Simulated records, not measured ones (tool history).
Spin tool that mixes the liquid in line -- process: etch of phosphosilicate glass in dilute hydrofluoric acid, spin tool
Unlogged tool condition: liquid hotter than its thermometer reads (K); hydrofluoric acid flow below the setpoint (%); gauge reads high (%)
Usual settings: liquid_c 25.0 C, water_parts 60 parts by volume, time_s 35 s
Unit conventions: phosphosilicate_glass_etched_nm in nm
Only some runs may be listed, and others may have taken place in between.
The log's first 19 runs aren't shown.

run	hour	liquid_c	water_parts	time_s	wafers since the last listed run	hours since the thermometer was replaced	hours since the hydrofluoric acid flow meter was replaced	hours since the gauge calibration	read-back film thickness of the phosphosilicate glass reference wafer, read on the same gauge (nm)	phosphosilicate_glass_etched_nm
20	1507.1	25.0	50	35	731	806.1	609.2	639.7	90.01	73.26
# hour 1537.2: thermometer replaced
21	1569.9	26.5	70	20	512	32.7	672.0	702.5	90.03	30.78
22	1653.7	25.0	60	35	694	116.5	755.8	786.3	89.96	60.29
23	1694.6	25.0	85	30	338	157.4	796.7	827.2	90.01	35.22
24	1752.1	28.0	60	35	476	214.9	854.2	884.7	89.99	67.79
25	1854.9	25.0	60	35	851	317.7	957.0	987.5	90.04	59.82
26	1902.9	25.0	80	50	397	365.7	1005.0	1035.5	89.99	62.83
27	1987.0	27.0	50	25	696	449.8	1089.1	1119.6	89.96	56.62
28	2088.2	25.0	60	35	838	551.0	1190.3	1220.8	90.03	60.26
# hour 2099.4: hydrofluoric acid flow meter replaced
29	2368.0	25.0	60	35	2310	830.8	268.6	1500.6	90.01	60.08
# hour 2397.1: thermometer replaced
30	2457.9	22.0	30	15	736	60.8	358.5	1590.5	90.01	47.31
31	2494.1	22.5	45	50	300	97.0	394.7	1626.7	90.00	104.90
32	2568.8	26.5	45	55	619	171.7	469.4	1701.4	90.00	136.89

Predict each of these 4 candidate next runs independently; none follows another, all start after run 32:
A	2569.2	25.0	60	35	3	172.1	469.8	1701.8	?	?
B	2569.2	29.5	60	20	3	172.1	469.8	1701.8	?	?
C	2569.2	27.0	80	40	3	172.1	469.8	1701.8	?	?
D	2569.2	23.5	90	45	3	172.1	469.8	1701.8	?	?

run	read-back film thickness of the phosphosilicate glass reference wafer, read on the same gauge (nm)	phosphosilicate_glass_etched_nm
A	90.05	59.78
B	90.05	40.85
C	90.05	54.01
D	90.05	46.41
What these runs would have given with no unlogged condition in the tool:
run	phosphosilicate_glass_etched_nm
A	59.78
B	40.85
C	54.01
D	46.41

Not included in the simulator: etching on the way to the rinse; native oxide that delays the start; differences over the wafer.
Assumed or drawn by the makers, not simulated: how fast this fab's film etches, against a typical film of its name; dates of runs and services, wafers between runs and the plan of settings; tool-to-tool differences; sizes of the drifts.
